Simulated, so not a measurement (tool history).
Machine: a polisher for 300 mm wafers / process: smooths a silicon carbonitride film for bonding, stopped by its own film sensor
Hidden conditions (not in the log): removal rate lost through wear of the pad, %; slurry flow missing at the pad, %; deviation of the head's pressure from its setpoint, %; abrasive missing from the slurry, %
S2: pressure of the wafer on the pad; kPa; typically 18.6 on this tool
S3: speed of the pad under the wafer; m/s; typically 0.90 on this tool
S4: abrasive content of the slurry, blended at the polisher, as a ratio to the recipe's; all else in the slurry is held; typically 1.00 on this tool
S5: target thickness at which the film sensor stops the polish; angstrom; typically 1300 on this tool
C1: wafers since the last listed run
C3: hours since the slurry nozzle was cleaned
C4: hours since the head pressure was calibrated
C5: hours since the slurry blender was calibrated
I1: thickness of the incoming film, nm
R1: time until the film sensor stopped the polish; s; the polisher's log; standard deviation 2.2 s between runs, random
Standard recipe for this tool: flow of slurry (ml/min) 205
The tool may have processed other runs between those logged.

Run 1, day 0.000: usual settings; C1 0; wafers polished on this pad 851; C3 283.1; C4 663.4; C5 27.3; I1 161.2. Result: R1 129.3 s.
At day 0.204: worn pad replaced by a new one.
Run 2, day 1.717: usual settings; C1 288; wafers polished on this pad 281; C3 324.3; C4 704.6; C5 68.5; I1 157.0. Result: R1 112.2 s.
Run 3, day 2.096: usual settings; C1 70; wafers polished on this pad 352; C3 333.4; C4 713.7; C5 77.6; I1 160.6. Result: R1 127.9 s.
Run 4, day 2.533: usual settings but S3 0.72 m/s; C1 81; wafers polished on this pad 433; C3 343.9; C4 724.2; C5 88.1; I1 159.2. Result: R1 146.9 s.
Run 5, day 2.858: usual settings but S3 0.72 m/s; C1 60; wafers polished on this pad 494; C3 351.7; C4 732.0; C5 95.9; I1 161.1. Result: R1 157.0 s.
Run 6, day 3.150: usual settings but S3 0.72 m/s; C1 54; wafers polished on this pad 548; C3 358.7; C4 739.0; C5 102.9; I1 162.3. Result: R1 163.3 s.
Run 7, day 3.758: usual settings; C1 113; wafers polished on this pad 661; C3 373.3; C4 753.6; C5 117.5; I1 160.4. Result: R1 131.6 s.
Run 8, day 4.504: usual settings; C1 138; wafers polished on this pad 800; C3 391.2; C4 771.5; C5 135.4; I1 160.0. Result: R1 128.7 s.
Run 9, day 5.138: usual settings; C1 117; wafers polished on this pad 918; C3 406.4; C4 786.7; C5 150.6; I1 159.9. Result: R1 131.1 s.
Run 10, day 5.862: usual settings; C1 134; wafers polished on this pad 1053; C3 423.8; C4 804.1; C5 168.0; I1 157.4. Result: R1 115.6 s.
At day 6.342: head pressure recalibrated.
Run 11, day 6.479: usual settings; C1 99; wafers polished on this pad 1152; C3 438.6; C4 3.3; C5 182.8; I1 159.4. Result: R1 127.1 s.
At day 6.683: worn pad replaced by a new one.
At day 6.700: slurry blender recalibrated.
At day 6.804: slurry nozzle cleaned.
Run 12, day 6.858: usual settings but S2 21.4 kPa; C1 28; wafers polished on this pad 21; C3 1.3; C4 12.4; C5 3.8; I1 162.5. Result: R1 115.1 s.
Run 13, day 7.142: usual settings but S2 21.4 kPa; C1 52; wafers polished on this pad 74; C3 8.1; C4 19.2; C5 10.6; I1 159.7. Result: R1 105.4 s.
Run 14, day 7.529: usual settings but S2 21.4 kPa; C1 72; wafers polished on this pad 146; C3 17.4; C4 28.5; C5 19.9; I1 160.4. Result: R1 110.1 s.
Run 15, day 7.988: usual settings but S3 1.16 m/s, S4 1.20, S5 1260 angstrom; C1 85; wafers polished on this pad 231; C3 28.4; C4 39.5; C5 30.9; I1 159.9. Result: R1 102.8 s.
Run 16, day 8.483: usual settings but flow of slurry (ml/min) 265, S3 0.78 m/s, S4 0.80, S5 1270 angstrom; C1 92; wafers polished on this pad 324; C3 40.3; C4 51.4; C5 42.8; I1 160.9. Result: R1 179.6 s.
Run 17, day 9.088: usual settings but S5 1240 angstrom; C1 112; wafers polished on this pad 436; C3 54.8; C4 65.9; C5 57.3; I1 160.3. Result: R1 156.7 s.
Run 18, day 9.358: usual settings but S3 0.72 m/s; C1 50; wafers polished on this pad 486; C3 61.3; C4 72.4; C5 63.8; I1 160.9. Result: R1 158.1 s.
Run 19, day 9.871: usual settings but S2 16.5 kPa, S3 0.80 m/s; C1 95; wafers polished on this pad 582; C3 73.6; C4 84.7; C5 76.1; I1 157.8. Result: R1 145.2 s.
Run 20, day 10.596: usual settings but S3 0.64 m/s; C1 134; wafers polished on this pad 717; C3 91.0; C4 102.1; C5 93.5; I1 158.4. Result: R1 162.5 s.
Run 21, day 10.971: usual settings; C1 69; wafers polished on this pad 787; C3 100.0; C4 111.1; C5 102.5; I1 161.3. Result: R1 135.5 s.
Run 22, day 11.304: usual settings but S2 15.2 kPa, S4 1.25, S5 1360 angstrom; C1 62; wafers polished on this pad 849; C3 108.0; C4 119.1; C5 110.5; I1 160.1. Result: R1 112.9 s.
Run 23, day 11.642: usual settings but S2 21.4 kPa, S3 1.02 m/s, S4 1.15, S5 1360 angstrom; C1 62; wafers polished on this pad 912; C3 116.1; C4 127.2; C5 118.6; I1 160.5. Result: R1 79.9 s.
Run 24, day 12.029: usual settings but S4 0.90; C1 72; wafers polished on this pad 984; C3 125.4; C4 136.5; C5 127.9; I1 159.7. Result: R1 136.3 s.
At day 12.467: worn pad replaced by a new one.
Run 25, day 12.488: usual settings but S2 22.8 kPa, S5 1390 angstrom; C1 54; wafers polished on this pad 4; C3 136.4; C4 147.5; C5 138.9; I1 157.5. Result: R1 62.6 s.
Run 26, day 12.729: usual settings but S4 0.90, S5 1250 angstrom; C1 44; wafers polished on this pad 49; C3 142.2; C4 153.3; C5 144.7; I1 159.1. Result: R1 157.5 s.
At day 13.346: slurry blender recalibrated.
Run 27, day 13.367: usual settings but flow of slurry (ml/min) 270, S3 1.00 m/s, S4 0.90, S5 1330 angstrom; C1 103; wafers polished on this pad 152; C3 157.5; C4 168.6; C5 0.5; I1 159.3. Result: R1 96.2 s.
Run 28, day 13.983: usual settings; C1 114; wafers polished on this pad 267; C3 172.3; C4 183.4; C5 15.3; I1 159.8. Result: R1 119.7 s.
Run 29, day 14.246: usual settings but S3 0.72 m/s, S5 1220 angstrom; C1 48; wafers polished on this pad 315; C3 178.6; C4 189.7; C5 21.6; I1 160.1. Result: R1 183.7 s.

Hidden condition of the tool, last listed run before each entry between runs versus first listed run after:
Run 1 -> run 2: worn pad replaced by a new one (day 0.204)
  abrasive missing from the slurry, %: 6.08 -> 11
  measured value less the no-hidden-state value, R1: +4.0 -> +6.5 s
Run 10 -> run 11: head pressure recalibrated (day 6.342)
  abrasive missing from the slurry, %: 15.2 -> 15.4
  measured value less the no-hidden-state value, R1: +9.6 -> +10.6 s
Run 11 -> run 12: worn pad replaced by a new one (day 6.683); slurry blender recalibrated (day 6.700); slurry nozzle cleaned (day 6.804)
  abrasive missing from the slurry, %: 15.4 -> 3.43
  measured value less the no-hidden-state value, R1: +10.6 -> +2.0 s
Run 24 -> run 25: worn pad replaced by a new one (day 12.467)
  abrasive missing from the slurry, %: 16.3 -> 16.7
  measured value less the no-hidden-state value, R1: +12.9 -> +5.7 s
Run 26 -> run 27: slurry blender recalibrated (day 13.346)
  abrasive missing from the slurry, %: 16.8 -> 0.412
  measured value less the no-hidden-state value, R1: +15.3 -> +0.2 s
